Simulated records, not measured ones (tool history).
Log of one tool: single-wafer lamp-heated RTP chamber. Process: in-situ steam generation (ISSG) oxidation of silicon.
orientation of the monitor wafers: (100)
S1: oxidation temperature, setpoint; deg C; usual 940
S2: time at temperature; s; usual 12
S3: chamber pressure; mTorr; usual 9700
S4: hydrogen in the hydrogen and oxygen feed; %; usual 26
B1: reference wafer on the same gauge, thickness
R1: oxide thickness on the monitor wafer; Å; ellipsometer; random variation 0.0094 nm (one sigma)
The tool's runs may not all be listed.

run 1 hour=0 | S1=940 S2=10 S3=9700 S4=26 | B1=2.871 | R1=30.49
run 2 hour=66.7 | S1=940 S2=12 S3=9700 S4=26 | B1=2.87 | R1=32.52
run 3 hour=91.7 | S1=940 S2=12 S3=9700 S4=26 | B1=2.87 | R1=32.71
run 4 hour=162.7 | S1=940 S2=12 S3=9700 S4=26 | B1=2.871 | R1=32.72
-- hour=214.2 pyrometer window cleaned and pyrometer calibrated
run 5 hour=224.3 | S1=940 S2=12 S3=9700 S4=26 | B1=2.872 | R1=32.03
run 6 hour=280.1 | S1=940 S2=12 S3=9700 S4=26 | B1=2.871 | R1=32.21
-- hour=335.1 pressure gauge zeroed
run 7 hour=339.4 | S1=940 S2=12 S3=9700 S4=26 | B1=2.869 | R1=32.32
run 8 hour=388.4 | S1=940 S2=12 S3=9700 S4=26 | B1=2.871 | R1=32.24
run 9 hour=443.4 | S1=940 S2=14 S3=8700 S4=26 | B1=2.868 | R1=34.93
run 10 hour=503.5 | S1=940 S2=14 S3=8700 S4=26 | B1=2.872 | R1=35.02
run 11 hour=537.8 | S1=940 S2=14 S3=8700 S4=26 | B1=2.871 | R1=35.04
run 12 hour=580.7 | S1=940 S2=12 S3=9700 S4=26 | B1=2.87 | R1=32.53
run 13 hour=628.4 | S1=940 S2=12 S3=9700 S4=26 | B1=2.869 | R1=32.74
run 14 hour=681.4 | S1=956 S2=12 S3=9700 S4=26 | B1=2.868 | R1=33.98
-- hour=700.9 pyrometer window cleaned and pyrometer calibrated
run 15 hour=743.3 | S1=924 S2=12 S3=9700 S4=26 | B1=2.872 | R1=31.08
-- hour=807.8 hydrogen flow controller replaced
run 16 hour=905.1 | S1=946 S2=12 S3=9700 S4=26 | B1=2.871 | R1=32.9
run 17 hour=959.3 | S1=940 S2=12 S3=9700 S4=26 | B1=2.872 | R1=32.49
run 18 hour=996.3 | S1=940 S2=12 S3=9700 S4=26 | B1=2.869 | R1=32.35
run 19 hour=1046.4 | S1=935 S2=12 S3=10200 S4=26 | B1=2.875 | R1=31.88
run 20 hour=1106.1 | S1=951 S2=12 S3=9700 S4=26 | B1=2.869 | R1=33.53
-- hour=1125.4 pyrometer window cleaned and pyrometer calibrated
run 21 hour=1175.8 | S1=954 S2=12 S3=9700 S4=26 | B1=2.872 | R1=33.28
-- hour=1270 gauge calibrated
run 22 hour=1335.5 | S1=940 S2=15 S3=9700 S4=26 | B1=2.87 | R1=35.1
run 23 hour=1376.2 | S1=940 S2=12 S3=9700 S4=29 | B1=2.873 | R1=33.31
run 24 hour=1436.1 | S1=951 S2=16 S3=8700 S4=22 | B1=2.87 | R1=36.36
run 25 hour=1484.8 | S1=947 S2=12 S3=8900 S4=29 | B1=2.868 | R1=34.5
run 26 hour=1514.1 | S1=935 S2=12 S3=10200 S4=26 | B1=2.87 | R1=31.75
-- hour=1576.5 pyrometer window cleaned and pyrometer calibrated
run 27 hour=1586.1 | S1=958 S2=10 S3=9700 S4=16 | B1=2.868 | R1=27.94

The next listed run, before its measurement:
run 28 hour=1617.7 | S1=949 S2=12 S3=9700 S4=23 | B1=? | R1=?

Run 28 gave B1 2.871, R1 31.98 Å.
Without the tool's hidden state the same run would have given R1 31.91 Å.
